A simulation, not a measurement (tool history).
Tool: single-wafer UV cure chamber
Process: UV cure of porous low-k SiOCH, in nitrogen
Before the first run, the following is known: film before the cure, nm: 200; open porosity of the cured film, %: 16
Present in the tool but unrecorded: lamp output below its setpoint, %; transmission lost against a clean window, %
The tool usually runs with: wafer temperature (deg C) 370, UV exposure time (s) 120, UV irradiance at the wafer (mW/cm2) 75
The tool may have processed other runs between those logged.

| run | hour | wafer temperature (deg C) | UV exposure time (s) | UV irradiance at the wafer (mW/cm2) | wafers since the last listed run | hours since the UV bulbs were replaced | wafers since the quartz window was cleaned | loss of film thickness in the cure (%) |
|---|---|---|---|---|---|---|---|---|
| 1 | 0 | 370 | 175 | 75 | 0 | 612.2 | 89 | 9.05 |
| 2 | 31.8 | 370 | 175 | 75 | 279 | 644 | 369 | 9.002 |
| 3 | 55.2 | 364 | 150 | 75 | 205 | 667.4 | 575 | 7.797 |
| 4 | 70.5 | 364 | 150 | 75 | 134 | 682.7 | 710 | 7.954 |
| 5 | 90.1 | 364 | 150 | 75 | 172 | 702.3 | 882 | 7.588 |
|  | 204.5 | quartz window cleaned |
| 6 | 205 | 370 | 120 | 75 | 940 | 817.2 | 4 | 6.976 |
| 7 | 232.6 | 370 | 120 | 75 | 242 | 844.8 | 247 | 7.019 |
| 8 | 259.1 | 370 | 120 | 75 | 233 | 871.3 | 480 | 6.757 |
| 9 | 276.5 | 370 | 120 | 75 | 153 | 888.7 | 633 | 6.593 |
| 10 | 288.6 | 370 | 120 | 75 | 106 | 900.8 | 740 | 6.785 |
| 11 | 313.9 | 370 | 120 | 75 | 222 | 926.1 | 963 | 6.905 |
| 12 | 379.4 | 370 | 120 | 75 | 576 | 991.6 | 1539 | 6.672 |
|  | 396.8 | quartz window cleaned |
| 13 | 409.6 | 370 | 120 | 75 | 195 | 1021.8 | 112 | 6.635 |
| 14 | 422.8 | 375 | 120 | 75 | 116 | 1035 | 229 | 6.44 |
| 15 | 454.3 | 370 | 120 | 75 | 277 | 1066.5 | 506 | 6.382 |
| 16 | 466.6 | 379 | 85 | 64 | 108 | 1078.8 | 614 | 4.744 |
| 17 | 492.9 | 354 | 95 | 75 | 231 | 1105.1 | 846 | 5.105 |
| 18 | 512.7 | 364 | 120 | 40 | 174 | 1124.9 | 1020 | 4.08 |
|  | 559.8 | UV bulbs replaced |
|  | 567 | quartz window cleaned |
| 19 | 567.5 | 351 | 120 | 65 | 348 | 7.7 | 4 | 6.592 |
| 20 | 581.7 | 370 | 155 | 110 | 124 | 21.9 | 129 | 10.194 |
| 21 | 614.8 | 360 | 75 | 87 | 291 | 55 | 420 | 6.186 |
| 22 | 632.8 | 370 | 120 | 75 | 158 | 73 | 579 | 7.775 |
| 23 | 646.1 | 364 | 165 | 75 | 117 | 86.3 | 696 | 8.616 |
| 24 | 661.5 | 356 | 175 | 57 | 135 | 101.7 | 831 | 8.039 |
| 25 | 696.8 | 370 | 90 | 62 | 310 | 137 | 1142 | 5.691 |
| 26 | 726.1 | 370 | 85 | 75 | 257 | 166.3 | 1400 | 6.038 |
| 27 | 740.5 | 379 | 120 | 75 | 126 | 180.7 | 1527 | 7.572 |
|  | 767 | quartz window cleaned |
| 28 | 767.5 | 364 | 150 | 75 | 167 | 207.7 | 4 | 8.452 |
| 29 | 800.6 | 362 | 60 | 40 | 291 | 240.8 | 295 | 2.935 |

Below are 5 alternative next runs, each starting from the tool's condition after run 29. Predict each:
| A | 801.1 | 370 | 120 | 75 | 4 | 241.3 | 300 | ? |
| B | 801.1 | 370 | 80 | 75 | 4 | 241.3 | 300 | ? |
| C | 801.1 | 370 | 95 | 48 | 4 | 241.3 | 300 | ? |
| D | 801.1 | 370 | 140 | 75 | 4 | 241.3 | 300 | ? |
| E | 801.1 | 382 | 165 | 54 | 4 | 241.3 | 300 | ? |

| run | loss of film thickness in the cure (%) |
|---|---|
| A | 7.512 |
| B | 5.908 |
| C | 4.917 |
| D | 8.154 |
| E | 7.675 |
The same runs, with their run-to-run variation unchanged, on a tool lacking any hidden condition would have given:
| run | loss of film thickness in the cure (%) |
|---|---|
| A | 7.579 |
| B | 5.969 |
| C | 4.973 |
| D | 8.223 |
| E | 7.742 |

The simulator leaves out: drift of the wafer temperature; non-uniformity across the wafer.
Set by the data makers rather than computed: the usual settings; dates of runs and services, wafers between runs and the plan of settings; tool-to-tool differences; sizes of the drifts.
